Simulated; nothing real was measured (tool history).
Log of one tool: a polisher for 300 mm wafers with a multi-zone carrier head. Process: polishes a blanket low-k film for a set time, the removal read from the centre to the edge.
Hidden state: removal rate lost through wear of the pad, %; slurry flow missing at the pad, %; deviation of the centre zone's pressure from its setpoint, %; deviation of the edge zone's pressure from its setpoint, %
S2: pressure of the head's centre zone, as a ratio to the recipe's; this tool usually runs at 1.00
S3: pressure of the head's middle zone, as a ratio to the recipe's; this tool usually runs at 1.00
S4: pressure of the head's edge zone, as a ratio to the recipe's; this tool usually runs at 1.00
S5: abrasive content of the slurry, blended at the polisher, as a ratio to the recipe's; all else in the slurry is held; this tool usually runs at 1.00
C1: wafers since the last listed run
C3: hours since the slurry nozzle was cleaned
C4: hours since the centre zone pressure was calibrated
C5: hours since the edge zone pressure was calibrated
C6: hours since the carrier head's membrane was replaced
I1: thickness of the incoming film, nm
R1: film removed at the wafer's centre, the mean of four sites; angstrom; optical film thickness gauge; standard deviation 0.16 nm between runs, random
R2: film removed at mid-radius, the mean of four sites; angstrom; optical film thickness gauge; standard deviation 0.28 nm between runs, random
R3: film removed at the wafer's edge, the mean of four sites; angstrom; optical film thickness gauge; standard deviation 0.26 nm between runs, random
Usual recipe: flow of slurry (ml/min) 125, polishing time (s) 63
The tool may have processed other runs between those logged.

{"run": 1, "hour": 0.0, "flow of slurry (ml/min)": 125, "S2": 1.0, "S3": 1.0, "S4": 1.0, "S5": 1.0, "polishing time (s)": 63, "C1": 0, "wafers polished on this pad": 120, "C3": 315.0, "C4": 475.9, "C5": 259.7, "C6": 1555.0, "I1": 659.3, "R1": 171, "R2": 172, "R3": 170}
{"run": 2, "hour": 12.5, "flow of slurry (ml/min)": 125, "S2": 1.06, "S3": 0.94, "S4": 1.0, "S5": 1.0, "polishing time (s)": 63, "C1": 119, "wafers polished on this pad": 240, "C3": 327.5, "C4": 488.4, "C5": 272.2, "C6": 1567.5, "I1": 659.5, "R1": 180, "R2": 156, "R3": 172}
{"run": 3, "hour": 22.7, "flow of slurry (ml/min)": 125, "S2": 1.06, "S3": 0.94, "S4": 1.0, "S5": 1.0, "polishing time (s)": 63, "C1": 97, "wafers polished on this pad": 337, "C3": 337.7, "C4": 498.6, "C5": 282.4, "C6": 1577.7, "I1": 668.4, "R1": 179, "R2": 161, "R3": 172}
{"run": 4, "hour": 29.0, "flow of slurry (ml/min)": 125, "S2": 1.06, "S3": 0.94, "S4": 1.0, "S5": 1.0, "polishing time (s)": 63, "C1": 60, "wafers polished on this pad": 398, "C3": 344.0, "C4": 504.9, "C5": 288.7, "C6": 1584.0, "I1": 676.0, "R1": 177, "R2": 159, "R3": 173}
{"run": 5, "hour": 38.7, "flow of slurry (ml/min)": 125, "S2": 1.0, "S3": 1.0, "S4": 1.0, "S5": 1.0, "polishing time (s)": 63, "C1": 92, "wafers polished on this pad": 491, "C3": 353.7, "C4": 514.6, "C5": 298.4, "C6": 1593.7, "I1": 673.0, "R1": 170, "R2": 166, "R3": 170}
{"run": 6, "hour": 46.6, "flow of slurry (ml/min)": 125, "S2": 1.0, "S3": 1.0, "S4": 1.0, "S5": 1.2, "polishing time (s)": 63, "C1": 75, "wafers polished on this pad": 566, "C3": 361.6, "C4": 522.5, "C5": 306.3, "C6": 1601.6, "I1": 672.4, "R1": 177, "R2": 174, "R3": 183}
{"run": 7, "hour": 56.1, "flow of slurry (ml/min)": 125, "S2": 1.0, "S3": 1.0, "S4": 1.0, "S5": 1.2, "polishing time (s)": 63, "C1": 91, "wafers polished on this pad": 657, "C3": 371.1, "C4": 532.0, "C5": 315.8, "C6": 1611.1, "I1": 673.5, "R1": 179, "R2": 178, "R3": 186}
{"hour": 63.6, "done": "worn pad replaced by a new one"}
{"run": 8, "hour": 64.3, "flow of slurry (ml/min)": 125, "S2": 1.0, "S3": 1.0, "S4": 0.92, "S5": 1.0, "polishing time (s)": 82, "C1": 40, "wafers polished on this pad": 6, "C3": 379.3, "C4": 540.2, "C5": 324.0, "C6": 1619.3, "I1": 672.9, "R1": 214, "R2": 215, "R3": 214}
{"hour": 74.0, "done": "carrier head's membrane replaced by a new one"}
{"hour": 97.7, "done": "centre zone pressure recalibrated"}
{"run": 9, "hour": 110.0, "flow of slurry (ml/min)": 125, "S2": 1.12, "S3": 1.0, "S4": 1.0, "S5": 1.0, "polishing time (s)": 63, "C1": 370, "wafers polished on this pad": 377, "C3": 425.0, "C4": 12.3, "C5": 369.7, "C6": 36.0, "I1": 668.8, "R1": 179, "R2": 162, "R3": 169}
{"run": 10, "hour": 123.1, "flow of slurry (ml/min)": 125, "S2": 1.06, "S3": 0.94, "S4": 1.0, "S5": 1.0, "polishing time (s)": 63, "C1": 125, "wafers polished on this pad": 502, "C3": 438.1, "C4": 25.4, "C5": 382.8, "C6": 49.1, "I1": 678.3, "R1": 171, "R2": 153, "R3": 168}
{"run": 11, "hour": 131.3, "flow of slurry (ml/min)": 125, "S2": 1.08, "S3": 1.0, "S4": 1.0, "S5": 1.0, "polishing time (s)": 82, "C1": 78, "wafers polished on this pad": 581, "C3": 446.3, "C4": 33.6, "C5": 391.0, "C6": 57.3, "I1": 658.3, "R1": 229, "R2": 210, "R3": 220}
{"hour": 143.0, "done": "worn pad replaced by a new one"}
{"run": 12, "hour": 143.5, "flow of slurry (ml/min)": 145, "S2": 1.0, "S3": 0.89, "S4": 1.0, "S5": 0.85, "polishing time (s)": 83, "C1": 78, "wafers polished on this pad": 4, "C3": 458.5, "C4": 45.8, "C5": 403.2, "C6": 69.5, "I1": 666.2, "R1": 208, "R2": 190, "R3": 218}
{"hour": 147.6, "done": "slurry nozzle cleaned"}
{"hour": 156.4, "done": "edge zone pressure recalibrated"}
{"run": 13, "hour": 156.7, "flow of slurry (ml/min)": 125, "S2": 1.0, "S3": 1.0, "S4": 1.0, "S5": 1.0, "polishing time (s)": 63, "C1": 97, "wafers polished on this pad": 102, "C3": 9.1, "C4": 59.0, "C5": 0.3, "C6": 82.7, "I1": 670.1, "R1": 188, "R2": 185, "R3": 180}
{"run": 14, "hour": 172.0, "flow of slurry (ml/min)": 125, "S2": 0.88, "S3": 1.0, "S4": 1.0, "S5": 0.75, "polishing time (s)": 63, "C1": 146, "wafers polished on this pad": 249, "C3": 24.4, "C4": 74.3, "C5": 15.6, "C6": 98.0, "I1": 669.4, "R1": 147, "R2": 164, "R3": 163}

Estimate the outcome of run 15 from the log above:
{"run": 15, "hour": 196.8, "flow of slurry (ml/min)": 170, "S2": 1.03, "S3": 1.0, "S4": 1.03, "S5": 1.0, "polishing time (s)": 79, "C1": 237, "wafers polished on this pad": 486, "C3": 49.2, "C4": 99.1, "C5": 40.4, "C6": 122.8, "I1": 662.1, "R1": "?", "R2": "?", "R3": "?"}

R1: 262 angstrom
R2: 248 angstrom
R3: 239 angstrom
Were there no unlogged condition in the tool, this run, its random variation unchanged, would have produced R1 268 angstrom, R2 253 angstrom, R3 242 angstrom.

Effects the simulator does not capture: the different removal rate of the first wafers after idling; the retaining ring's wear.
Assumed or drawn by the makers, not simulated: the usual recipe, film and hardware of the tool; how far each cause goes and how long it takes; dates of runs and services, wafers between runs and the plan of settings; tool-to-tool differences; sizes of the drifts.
